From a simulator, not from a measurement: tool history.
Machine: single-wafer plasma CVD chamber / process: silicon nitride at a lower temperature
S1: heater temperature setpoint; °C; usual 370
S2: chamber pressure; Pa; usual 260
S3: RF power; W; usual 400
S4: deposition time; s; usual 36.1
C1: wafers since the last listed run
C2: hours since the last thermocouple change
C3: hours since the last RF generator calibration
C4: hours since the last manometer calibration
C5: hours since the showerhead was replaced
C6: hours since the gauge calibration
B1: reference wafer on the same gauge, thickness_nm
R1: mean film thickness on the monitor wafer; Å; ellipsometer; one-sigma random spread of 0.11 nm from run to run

run	hour	S1	S2	S3	S4	C1	C2	C3	C4	C5	C6	B1	R1
1	0	370	260	400	41.2	0	847.1	1844.3	2032.1	4174.8	6.7	45.115	514.08
2	9.5	370	260	400	41.2	152	856.6	1853.8	2041.6	4184.3	16.2	45.079	516.36
3	26.5	370	260	400	36.1	273	873.6	1870.8	2058.6	4201.3	33.2	45.095	450.44
4	39.8	370	260	400	36.1	214	886.9	1884.1	2071.9	4214.6	46.5	45.064	452.24
5	55.7	370	260	400	36.1	255	902.8	1900	2087.8	4230.5	62.4	45.089	448.65
6	63	370	260	400	36.1	117	910.1	1907.3	2095.1	4237.8	69.7	45.123	450.3
# hour 85.2: capacitance manometer re-zeroed and calibrated
7	85.7	370	260	400	36.1	236	932.8	1930	0.5	4260.5	92.4	45.099	450.93
8	88.9	370	260	400	36.1	51	936	1933.2	3.7	4263.7	95.6	45.116	450.12
9	97.9	370	260	400	36.1	144	945	1942.2	12.7	4272.7	104.6	45.126	451.36
10	115.6	370	260	400	36.1	284	962.7	1959.9	30.4	4290.4	122.3	45.1	448.79
# hour 128.6: showerhead replaced
11	129.1	370	260	400	36.1	88	976.2	1973.4	43.9	0.5	135.8	45.11	448.46
12	138.6	370	260	460	30.2	152	985.7	1982.9	53.4	10	145.3	45.064	416.8
13	146.5	370	295	350	36.1	127	993.6	1990.8	61.3	17.9	153.2	45.124	412.82
14	157.6	370	260	400	33.3	178	1004.7	2001.9	72.4	29	164.3	45.102	413.84
15	174.4	365	200	370	32.2	270	1021.5	2018.7	89.2	45.8	181.1	45.105	357.51
16	187.3	370	260	465	39.1	207	1034.4	2031.6	102.1	58.7	194	45.074	544.71
17	203	358	236	400	36.1	252	1050.1	2047.3	117.8	74.4	209.7	45.105	441.11
# hour 230: RF generator calibrated
18	233.6	370	260	400	42.7	363	1080.7	3.6	148.4	105	240.3	45.072	561.85
# hour 254: thermocouple changed; heater temperature recalibrated
19	254.5	370	285	360	42.7	207	0.5	24.5	169.3	125.9	261.2	45.103	526.97
20	263.7	370	260	400	36.1	148	9.7	33.7	178.5	135.1	270.4	45.106	475.92
# hour 267.1: gauge calibrated
21	270.6	365	260	400	36.1	111	16.6	40.6	185.4	142	3.5	45.116	475.17
22	286.6	378	213	425	38.4	257	32.6	56.6	201.4	158	19.5	45.128	505.87
23	301.8	361	217	350	38.3	244	47.8	71.8	216.6	173.2	34.7	45.092	436.38
24	316.1	378	213	425	38.4	230	62.1	86.1	230.9	187.5	49	45.106	502.73
25	328.3	381	232	440	31	196	74.3	98.3	243.1	199.7	61.2	45.098	425.75
26	345.8	380	296	400	36.1	281	91.8	115.8	260.6	217.2	78.7	45.102	484.77
27	360.6	370	260	400	36.1	238	106.6	130.6	275.4	232	93.5	45.103	473.74
28	368.6	370	260	400	36.1	128	114.6	138.6	283.4	240	101.5	45.094	473.59

What if the next run were any one of these 5? Each begins from the tool's condition after run 28:
A	369	370	207	400	36.1	6	115	139	283.8	240.4	101.9	?	?
B	369	370	313	400	36.1	6	115	139	283.8	240.4	101.9	?	?
C	369	359	260	400	40.3	6	115	139	283.8	240.4	101.9	?	?
D	369	383	277	435	31.3	6	115	139	283.8	240.4	101.9	?	?
E	369	378	260	400	36.1	6	115	139	283.8	240.4	101.9	?	?

run	B1	R1
A	45.126	452.28
B	45.126	492.54
C	45.126	531.87
D	45.126	440.54
E	45.126	472.48
Had the tool no hidden state, the same runs would have come out as:
run	R1
A	457.06
B	497.75
C	537.49
D	445.19
E	477.47
